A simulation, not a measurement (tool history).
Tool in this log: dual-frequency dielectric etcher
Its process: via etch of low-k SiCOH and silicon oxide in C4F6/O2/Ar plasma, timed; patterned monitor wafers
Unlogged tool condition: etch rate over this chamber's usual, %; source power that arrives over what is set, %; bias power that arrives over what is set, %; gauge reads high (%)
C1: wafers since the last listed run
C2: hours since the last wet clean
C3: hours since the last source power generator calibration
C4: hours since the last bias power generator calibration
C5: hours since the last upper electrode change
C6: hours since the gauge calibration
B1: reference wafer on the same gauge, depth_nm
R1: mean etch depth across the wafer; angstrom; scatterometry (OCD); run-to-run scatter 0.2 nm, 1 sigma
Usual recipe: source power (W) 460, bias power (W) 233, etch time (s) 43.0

run 1 hour=0.0 | source_power_(W)=460 bias_power_(W)=263 etch_time_(s)=43.0 | C1=0 C2=440.3 C3=3414.4 C4=2692.4 C5=4457.7 C6=619.0 | B1=150.0 | R1=1361
run 2 hour=47.9 | source_power_(W)=460 bias_power_(W)=263 etch_time_(s)=43.0 | C1=669 C2=488.2 C3=3462.3 C4=2740.3 C5=4505.6 C6=666.9 | B1=150.0 | R1=1361
-- hour=84.0 wet clean of the chamber
run 3 hour=110.8 | source_power_(W)=460 bias_power_(W)=263 etch_time_(s)=43.0 | C1=543 C2=26.8 C3=3525.2 C4=2803.2 C5=4568.5 C6=729.8 | B1=150.0 | R1=1355
run 4 hour=177.2 | source_power_(W)=460 bias_power_(W)=233 etch_time_(s)=38.0 | C1=928 C2=93.2 C3=3591.6 C4=2869.6 C5=4634.9 C6=796.2 | B1=150.1 | R1=1161
run 5 hour=235.7 | source_power_(W)=460 bias_power_(W)=253 etch_time_(s)=43.0 | C1=817 C2=151.7 C3=3650.1 C4=2928.1 C5=4693.4 C6=854.7 | B1=149.9 | R1=1342
run 6 hour=278.9 | source_power_(W)=460 bias_power_(W)=233 etch_time_(s)=43.0 | C1=603 C2=194.9 C3=3693.3 C4=2971.3 C5=4736.6 C6=897.9 | B1=150.1 | R1=1321
run 7 hour=327.2 | source_power_(W)=460 bias_power_(W)=233 etch_time_(s)=43.0 | C1=675 C2=243.2 C3=3741.6 C4=3019.6 C5=4784.9 C6=946.2 | B1=150.0 | R1=1315
run 8 hour=364.6 | source_power_(W)=460 bias_power_(W)=233 etch_time_(s)=43.0 | C1=522 C2=280.6 C3=3779.0 C4=3057.0 C5=4822.3 C6=983.6 | B1=150.0 | R1=1321
run 9 hour=393.9 | source_power_(W)=460 bias_power_(W)=233 etch_time_(s)=43.0 | C1=409 C2=309.9 C3=3808.3 C4=3086.3 C5=4851.6 C6=1012.9 | B1=150.0 | R1=1320
-- hour=458.5 upper electrode replaced
run 10 hour=462.2 | source_power_(W)=460 bias_power_(W)=233 etch_time_(s)=43.0 | C1=619 C2=378.2 C3=3876.6 C4=3154.6 C5=3.7 C6=1081.2 | B1=150.0 | R1=1323
run 11 hour=508.7 | source_power_(W)=460 bias_power_(W)=233 etch_time_(s)=43.0 | C1=650 C2=424.7 C3=3923.1 C4=3201.1 C5=50.2 C6=1127.7 | B1=150.1 | R1=1321
-- hour=527.5 bias power generator calibrated
run 12 hour=549.4 | source_power_(W)=460 bias_power_(W)=233 etch_time_(s)=43.0 | C1=513 C2=465.4 C3=3963.8 C4=21.9 C5=90.9 C6=1168.4 | B1=150.0 | R1=1323
run 13 hour=579.7 | source_power_(W)=550 bias_power_(W)=217 etch_time_(s)=38.0 | C1=423 C2=495.7 C3=3994.1 C4=52.2 C5=121.2 C6=1198.7 | B1=150.1 | R1=1207
-- hour=596.8 gauge calibrated
run 14 hour=619.3 | source_power_(W)=340 bias_power_(W)=200 etch_time_(s)=49.0 | C1=553 C2=535.3 C3=4033.7 C4=91.8 C5=160.8 C6=22.5 | B1=150.0 | R1=1357
-- hour=668.7 wet clean of the chamber
run 15 hour=669.2 | source_power_(W)=370 bias_power_(W)=288 etch_time_(s)=33.5 | C1=362 C2=0.5 C3=4083.6 C4=141.7 C5=210.7 C6=72.4 | B1=150.0 | R1=1027
run 16 hour=694.4 | source_power_(W)=460 bias_power_(W)=233 etch_time_(s)=43.0 | C1=352 C2=25.7 C3=4108.8 C4=166.9 C5=235.9 C6=97.6 | B1=150.0 | R1=1317
-- hour=739.8 source power generator calibrated
run 17 hour=783.5 | source_power_(W)=460 bias_power_(W)=233 etch_time_(s)=43.0 | C1=1189 C2=114.8 C3=43.7 C4=256.0 C5=325.0 C6=186.7 | B1=150.0 | R1=1318
run 18 hour=815.1 | source_power_(W)=460 bias_power_(W)=201 etch_time_(s)=43.0 | C1=441 C2=146.4 C3=75.3 C4=287.6 C5=356.6 C6=218.3 | B1=149.9 | R1=1275
run 19 hour=855.5 | source_power_(W)=460 bias_power_(W)=233 etch_time_(s)=43.0 | C1=564 C2=186.8 C3=115.7 C4=328.0 C5=397.0 C6=258.7 | B1=150.0 | R1=1321
run 20 hour=900.4 | source_power_(W)=460 bias_power_(W)=233 etch_time_(s)=37.0 | C1=627 C2=231.7 C3=160.6 C4=372.9 C5=441.9 C6=303.6 | B1=150.0 | R1=1134
run 21 hour=963.3 | source_power_(W)=460 bias_power_(W)=233 etch_time_(s)=43.0 | C1=879 C2=294.6 C3=223.5 C4=435.8 C5=504.8 C6=366.5 | B1=150.0 | R1=1320
run 22 hour=994.3 | source_power_(W)=460 bias_power_(W)=197 etch_time_(s)=43.0 | C1=433 C2=325.6 C3=254.5 C4=466.8 C5=535.8 C6=397.5 | B1=150.0 | R1=1271
run 23 hour=1065.8 | source_power_(W)=410 bias_power_(W)=191 etch_time_(s)=38.0 | C1=999 C2=397.1 C3=326.0 C4=538.3 C5=607.3 C6=469.0 | B1=150.1 | R1=1086
run 24 hour=1114.6 | source_power_(W)=370 bias_power_(W)=233 etch_time_(s)=43.0 | C1=682 C2=445.9 C3=374.8 C4=587.1 C5=656.1 C6=517.8 | B1=150.0 | R1=1255

Table of differences, measured result less the result of that run with no hidden state. Run-to-run variation is the same in both. Gauge scatter possibly is not:
run=1 R1=+8
run=2 R1=+9
run=3 R1=+0
run=4 R1=+1
run=5 R1=+3
run=6 R1=+3
run=7 R1=+4
run=8 R1=+5
run=9 R1=+5
run=10 R1=+6
run=11 R1=+7
run=12 R1=+7
run=13 R1=+7
run=14 R1=+9
run=15 R1=+0
run=16 R1=+0
run=17 R1=+2
run=18 R1=+3
run=19 R1=+4
run=20 R1=+4
run=21 R1=+5
run=22 R1=+5
run=23 R1=+5
run=24 R1=+7

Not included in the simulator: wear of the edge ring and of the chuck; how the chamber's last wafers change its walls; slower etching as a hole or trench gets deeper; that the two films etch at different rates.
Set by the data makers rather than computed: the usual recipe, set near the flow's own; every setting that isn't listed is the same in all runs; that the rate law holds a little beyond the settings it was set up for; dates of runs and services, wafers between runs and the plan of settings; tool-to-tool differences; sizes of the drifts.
